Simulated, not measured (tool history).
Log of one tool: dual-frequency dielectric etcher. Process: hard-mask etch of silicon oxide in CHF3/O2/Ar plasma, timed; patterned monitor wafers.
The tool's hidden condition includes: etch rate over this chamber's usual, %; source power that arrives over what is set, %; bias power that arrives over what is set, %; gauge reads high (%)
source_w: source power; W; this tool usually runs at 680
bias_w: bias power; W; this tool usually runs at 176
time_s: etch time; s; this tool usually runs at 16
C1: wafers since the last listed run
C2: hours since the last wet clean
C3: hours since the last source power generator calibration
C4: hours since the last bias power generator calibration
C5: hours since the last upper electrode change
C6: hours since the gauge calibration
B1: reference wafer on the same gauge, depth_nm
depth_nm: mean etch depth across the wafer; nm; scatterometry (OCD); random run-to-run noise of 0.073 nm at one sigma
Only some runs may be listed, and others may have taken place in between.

Run 1, hour 0: usual settings; C1 0; C2 164.9; C3 3201.7; C4 1582.8; C5 4385; C6 367.8; B1 31.2. Result: depth_nm 30.16 nm.
Run 2, hour 22.1: usual settings; C1 328; C2 187; C3 3223.8; C4 1604.9; C5 4407.1; C6 389.9; B1 31.18. Result: depth_nm 30.12 nm.
Run 3, hour 37: usual settings; C1 221; C2 201.9; C3 3238.7; C4 1619.8; C5 4422; C6 404.8; B1 31.21. Result: depth_nm 30.19 nm.
Run 4, hour 71: usual settings; C1 505; C2 235.9; C3 3272.7; C4 1653.8; C5 4456; C6 438.8; B1 31.22. Result: depth_nm 30.28 nm.
Run 5, hour 95.1: usual settings; C1 358; C2 260; C3 3296.8; C4 1677.9; C5 4480.1; C6 462.9; B1 31.21. Result: depth_nm 30.1 nm.
Run 6, hour 124.5: usual settings but source_w 790 W, bias_w 141 W; C1 436; C2 289.4; C3 3326.2; C4 1707.3; C5 4509.5; C6 492.3; B1 31.19. Result: depth_nm 29.34 nm.
At hour 150.3: bias power generator calibrated.
Run 7, hour 155.7: usual settings; C1 404; C2 320.6; C3 3357.4; C4 5.4; C5 4540.7; C6 523.5; B1 31.21. Result: depth_nm 29.88 nm.
At hour 198.5: upper electrode replaced.
Run 8, hour 199: usual settings but source_w 610 W, bias_w 133 W, time_s 13 s; C1 286; C2 363.9; C3 3400.7; C4 48.7; C5 0.5; C6 566.8; B1 31.21. Result: depth_nm 21.25 nm.
Run 9, hour 203.4: usual settings but source_w 790 W, bias_w 156 W, time_s 20.5 s; C1 65; C2 368.3; C3 3405.1; C4 53.1; C5 4.9; C6 571.2; B1 31.2. Result: depth_nm 38.46 nm.
Run 10, hour 216.4: usual settings but time_s 18 s; C1 193; C2 381.3; C3 3418.1; C4 66.1; C5 17.9; C6 584.2; B1 31.2. Result: depth_nm 33.62 nm.
Run 11, hour 249.1: usual settings but source_w 590 W, bias_w 134 W, time_s 11.5 s; C1 485; C2 414; C3 3450.8; C4 98.8; C5 50.6; C6 616.9; B1 31.21. Result: depth_nm 18.59 nm.
Run 12, hour 261.6: usual settings; C1 185; C2 426.5; C3 3463.3; C4 111.3; C5 63.1; C6 629.4; B1 31.18. Result: depth_nm 29.79 nm.
Run 13, hour 278.4: usual settings but source_w 520 W, bias_w 145 W; C1 249; C2 443.3; C3 3480.1; C4 128.1; C5 79.9; C6 646.2; B1 31.23. Result: depth_nm 25.77 nm.
Run 14, hour 308.1: usual settings; C1 441; C2 473; C3 3509.8; C4 157.8; C5 109.6; C6 675.9; B1 31.19. Result: depth_nm 29.79 nm.
At hour 358.8: wet clean of the chamber.
Run 15, hour 359.3: usual settings but source_w 570 W, bias_w 159 W, time_s 19 s; C1 404; C2 0.5; C3 3561; C4 209; C5 160.8; C6 727.1; B1 31.21. Result: depth_nm 32.47 nm.
Run 16, hour 361.2: usual settings; C1 28; C2 2.4; C3 3562.9; C4 210.9; C5 162.7; C6 729; B1 31.22. Result: depth_nm 29.81 nm.
At hour 370.3: bias power generator calibrated, repeated, since the last time left the tool worse.
Run 17, hour 374.7: usual settings; C1 141; C2 15.9; C3 3576.4; C4 4.4; C5 176.2; C6 742.5; B1 31.19. Result: depth_nm 30.58 nm.
Run 18, hour 399: usual settings; C1 360; C2 40.2; C3 3600.7; C4 28.7; C5 200.5; C6 766.8; B1 31.23. Result: depth_nm 30.45 nm.
At hour 429: source power generator calibrated.
Run 19, hour 432.8: usual settings; C1 442; C2 74; C3 3.8; C4 62.5; C5 234.3; C6 800.6; B1 31.2. Result: depth_nm 30.53 nm.
At hour 449.5: gauge calibrated.
Run 20, hour 456: usual settings but source_w 630 W, time_s 19.5 s; C1 344; C2 97.2; C3 27; C4 85.7; C5 257.5; C6 6.5; B1 31.19. Result: depth_nm 36.22 nm.
Run 21, hour 489.7: usual settings but bias_w 140 W; C1 500; C2 130.9; C3 60.7; C4 119.4; C5 291.2; C6 40.2; B1 31.18. Result: depth_nm 28.26 nm.
Run 22, hour 523.6: usual settings; C1 503; C2 164.8; C3 94.6; C4 153.3; C5 325.1; C6 74.1; B1 31.2. Result: depth_nm 30.47 nm.
Run 23, hour 566.9: usual settings but source_w 550 W, time_s 12.5 s; C1 643; C2 208.1; C3 137.9; C4 196.6; C5 368.4; C6 117.4; B1 31.21. Result: depth_nm 22.38 nm.
Run 24, hour 596.5: usual settings; C1 439; C2 237.7; C3 167.5; C4 226.2; C5 398; C6 147; B1 31.2. Result: depth_nm 30.41 nm.
Run 25, hour 674.7: usual settings but source_w 630 W, bias_w 202 W; C1 1161; C2 315.9; C3 245.7; C4 304.4; C5 476.2; C6 225.2; B1 31.19. Result: depth_nm 31.22 nm.
Run 26, hour 705.9: usual settings but bias_w 214 W; C1 463; C2 347.1; C3 276.9; C4 335.6; C5 507.4; C6 256.4; B1 31.2. Result: depth_nm 32.65 nm.
Run 27, hour 719: usual settings but source_w 750 W, bias_w 210 W, time_s 19 s; C1 194; C2 360.2; C3 290; C4 348.7; C5 520.5; C6 269.5; B1 31.18. Result: depth_nm 39.58 nm.
Run 28, hour 733.7: usual settings but source_w 750 W, bias_w 212 W, time_s 18.5 s; C1 218; C2 374.9; C3 304.7; C4 363.4; C5 535.2; C6 284.2; B1 31.2. Result: depth_nm 38.64 nm.
Run 29, hour 749.8: usual settings but source_w 520 W, time_s 11.5 s; C1 239; C2 391; C3 320.8; C4 379.5; C5 551.3; C6 300.3; B1 31.2. Result: depth_nm 20.15 nm.

Had the tool no unlogged condition, and each run kept its random variation, what would the results have been?
run  depth_nm
  1     30.48
  2     30.44
  3     30.51
  4     30.61
  5     30.44
  6     29.66
  7     30.55
  8     21.71
  9      39.3
 10     34.39
 11     18.99
 12     30.48
 13     26.36
 14     30.49
 15     33.23
 16     30.52
 17     30.56
 18     30.44
 19     30.53
 20     36.22
 21     28.27
 22     30.48
 23      22.4
 24     30.44
 25     31.26
 26      32.7
 27     39.65
 28     38.72
 29     20.19
